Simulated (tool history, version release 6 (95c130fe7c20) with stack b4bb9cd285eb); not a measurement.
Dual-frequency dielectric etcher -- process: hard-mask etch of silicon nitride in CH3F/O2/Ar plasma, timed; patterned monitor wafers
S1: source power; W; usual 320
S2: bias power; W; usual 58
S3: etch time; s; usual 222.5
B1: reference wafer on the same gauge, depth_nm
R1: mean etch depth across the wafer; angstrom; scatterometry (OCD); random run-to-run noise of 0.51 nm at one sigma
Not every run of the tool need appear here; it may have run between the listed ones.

Run 1, hour 0.0: usual settings; B1 110.7. Result: R1 1348 angstrom.
Run 2, hour 172.6: usual settings; B1 110.5. Result: R1 1334 angstrom.
At hour 192.4: gauge calibrated.
Run 3, hour 270.5: usual settings; B1 112.3. Result: R1 1369 angstrom.
Run 4, hour 319.9: usual settings but S2 65 W, S3 245.5 s; B1 112.1. Result: R1 1572 angstrom.
At hour 361.7: bias power generator calibrated.
Run 5, hour 373.8: usual settings but S2 65 W, S3 245.5 s; B1 111.6. Result: R1 1569 angstrom.
At hour 423.3: wet clean of the chamber.
Run 6, hour 423.8: usual settings but S2 65 W, S3 245.5 s; B1 111.2. Result: R1 1560 angstrom.
Run 7, hour 487.3: usual settings but S3 262.0 s; B1 111.2. Result: R1 1590 angstrom.
At hour 526.7: upper electrode replaced.
Run 8, hour 535.0: usual settings but S1 290 W, S2 62 W, S3 192.0 s; B1 111.0. Result: R1 1157 angstrom.
Run 9, hour 598.0: usual settings; B1 110.8. Result: R1 1350 angstrom.
Run 10, hour 675.1: usual settings but S2 54 W, S3 240.5 s; B1 110.7. Result: R1 1418 angstrom.
Run 11, hour 765.0: usual settings but S2 45 W; B1 110.5. Result: R1 1227 angstrom.
At hour 790.9: source power generator calibrated.
At hour 799.2: gauge calibrated.
At hour 832.1: wet clean of the chamber.
Run 12, hour 838.9: usual settings but S1 280 W, S2 54 W, S3 176.5 s; B1 112.9. Result: R1 1028 angstrom.
Run 13, hour 878.9: usual settings but S2 65 W, S3 245.5 s; B1 112.6. Result: R1 1586 angstrom.
Run 14, hour 1112.4: usual settings; B1 111.1. Result: R1 1349 angstrom.

Predict each of these 5 candidate next runs independently; none follows another, all start after run 14:
Run A, hour 1112.9: usual settings but S2 52 W; B1 ?. Result: R1 ?.
Run B, hour 1112.9: usual settings but S1 300 W, S2 51 W, S3 163.5 s; B1 ?. Result: R1 ?.
Run C, hour 1112.9: usual settings but S1 260 W, S2 64 W, S3 280.5 s; B1 ?. Result: R1 ?.
Run D, hour 1112.9: usual settings but S1 350 W, S3 188.5 s; B1 ?. Result: R1 ?.
Run E, hour 1112.9: usual settings but S2 71 W; B1 ?. Result: R1 ?.

run     B1    R1
  A  111.2  1295
  B  111.2   930
  C  111.2  1680
  D  111.2  1168
  E  111.2  1455
With the hidden condition removed and each run's random variation left untouched, the same runs would have given:
run    R1
  A  1316
  B   945
  C  1708
  D  1187
  E  1479

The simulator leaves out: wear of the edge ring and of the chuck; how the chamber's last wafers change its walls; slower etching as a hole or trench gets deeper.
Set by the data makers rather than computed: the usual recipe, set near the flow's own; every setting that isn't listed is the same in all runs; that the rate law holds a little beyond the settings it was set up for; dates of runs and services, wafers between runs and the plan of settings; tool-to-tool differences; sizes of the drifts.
